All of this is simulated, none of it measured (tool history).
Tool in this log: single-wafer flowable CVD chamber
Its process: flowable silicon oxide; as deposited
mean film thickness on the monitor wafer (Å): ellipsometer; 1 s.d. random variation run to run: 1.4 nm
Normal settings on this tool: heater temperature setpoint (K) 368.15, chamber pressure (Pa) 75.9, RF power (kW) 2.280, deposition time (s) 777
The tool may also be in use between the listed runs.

run,hour,heater temperature setpoint (K),chamber pressure (Pa),RF power (kW),deposition time (s),wafers since the last listed run,hours since the last thermocouple change,hours since the last RF generator calibration,hours since the last manometer calibration,hours since the showerhead was replaced,hours since the gauge calibration,"read-back reference wafer on the same gauge, thickness_nm",mean film thickness on the monitor wafer (Å)
1,0.0,368.15,83.7,2.280,777,0,109.6,229.2,1890.4,3205.1,633.6,381.368,3594.12
2,58.5,368.15,83.7,2.280,777,199,168.1,287.7,1948.9,3263.6,692.1,380.820,3601.88
3,138.1,368.15,75.9,2.280,777,270,247.7,367.3,2028.5,3343.2,771.7,381.101,3270.48
4,218.0,368.15,75.9,2.280,777,271,327.6,447.2,2108.4,3423.1,851.6,381.384,3264.24
5,446.5,368.15,75.9,2.280,777,777,556.1,675.7,2336.9,3651.6,1080.1,380.651,3243.35
# hour 521.4: showerhead replaced
6,531.6,368.15,75.9,2.130,777,262,641.2,760.8,2422.0,10.2,1165.2,380.933,3225.97
7,636.9,368.15,82.0,2.280,777,358,746.5,866.1,2527.3,115.5,1270.5,380.635,3553.54
# hour 693.8: RF generator calibrated
8,731.3,368.15,82.0,2.280,777,293,840.9,37.5,2621.7,209.9,1364.9,380.987,3545.38
# hour 777.4: gauge calibrated
9,789.1,368.15,75.9,2.280,864,196,898.7,95.3,2679.5,267.7,11.7,380.676,3638.78
10,850.1,368.15,75.9,1.955,777,207,959.7,156.3,2740.5,328.7,72.7,381.269,3200.04
# hour 899.5: capacitance manometer re-zeroed and calibrated
11,901.5,383.15,75.9,2.280,777,147,1011.1,207.7,2.0,380.1,124.1,380.500,1999.73
12,968.0,368.15,75.9,2.280,777,226,1077.6,274.2,68.5,446.6,190.6,380.637,3535.64
# hour 1027.8: thermocouple changed; heater temperature recalibrated
13,1039.5,368.15,58.0,2.505,827,216,11.7,345.7,140.0,518.1,262.1,381.161,2845.87
14,1141.7,368.15,92.8,2.280,777,347,113.9,447.9,242.2,620.3,364.3,380.745,4178.63
15,1235.7,368.15,75.9,2.280,777,319,207.9,541.9,336.2,714.3,458.3,381.111,3423.01
16,1337.4,356.15,57.3,2.630,665,346,309.6,643.6,437.9,816.0,560.0,380.660,3501.91

Consider 4 possible next runs. They are alternatives, not a sequence: every one starts from the tool as it was left by run 16. What does each give?
A,1338.0,368.15,75.9,2.280,777,2,310.2,644.2,438.5,816.6,560.6,?,?
B,1338.0,360.15,85.3,2.280,777,2,310.2,644.2,438.5,816.6,560.6,?,?
C,1338.0,362.15,84.8,2.280,645,2,310.2,644.2,438.5,816.6,560.6,?,?
D,1338.0,368.15,86.8,2.280,777,2,310.2,644.2,438.5,816.6,560.6,?,?

run,"read-back reference wafer on the same gauge, thickness_nm",mean film thickness on the monitor wafer (Å)
A,381.133,3404.40
B,381.133,5115.25
C,381.133,3942.84
D,381.133,3904.01
Without the tool's unlogged condition, the same runs would have read:
run,mean film thickness on the monitor wafer (Å)
A,3406.00
B,5125.06
C,3952.11
D,3903.33
